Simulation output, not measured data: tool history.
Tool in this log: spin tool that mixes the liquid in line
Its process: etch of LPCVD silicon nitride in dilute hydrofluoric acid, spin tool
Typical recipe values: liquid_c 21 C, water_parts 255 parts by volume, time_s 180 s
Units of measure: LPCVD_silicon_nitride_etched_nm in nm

run	day	liquid_c	water_parts	time_s	read-back film thickness of the LPCVD silicon nitride reference wafer, read on the same gauge (nm)	LPCVD_silicon_nitride_etched_nm
1	0	21	180	180	60.01	0.411
2	1.138	21	180	180	60.006	0.381
3	2.058	21	180	180	60.014	0.369
4	2.558	21	255	180	60.012	0.262
5	4.025	21	255	180	60.002	0.284
6	5	21	255	180	59.989	0.26
7	6.029	21	255	180	60.011	0.297
8	6.979	21	255	180	60.008	0.305
9	8.538	21	255	180	60.001	0.277
10	9.425	21	255	180	59.994	0.277
11	10.838	21	255	180	59.985	0.269
12	11.729	21	255	180	59.997	0.278
13	12.262	21	255	180	59.98	0.25
14	16.175	21	355	75	60.004	0.09

Forecast run 15:
# day 16.821: gauge calibrated
15	17.179	21	255	180	?	?

read-back film thickness of the LPCVD silicon nitride reference wafer, read on the same gauge (nm): 59.991
LPCVD_silicon_nitride_etched_nm: 0.248 nm
With the hidden condition absent and the run-to-run variation left alone, this run would have shown LPCVD_silicon_nitride_etched_nm 0.248 nm.
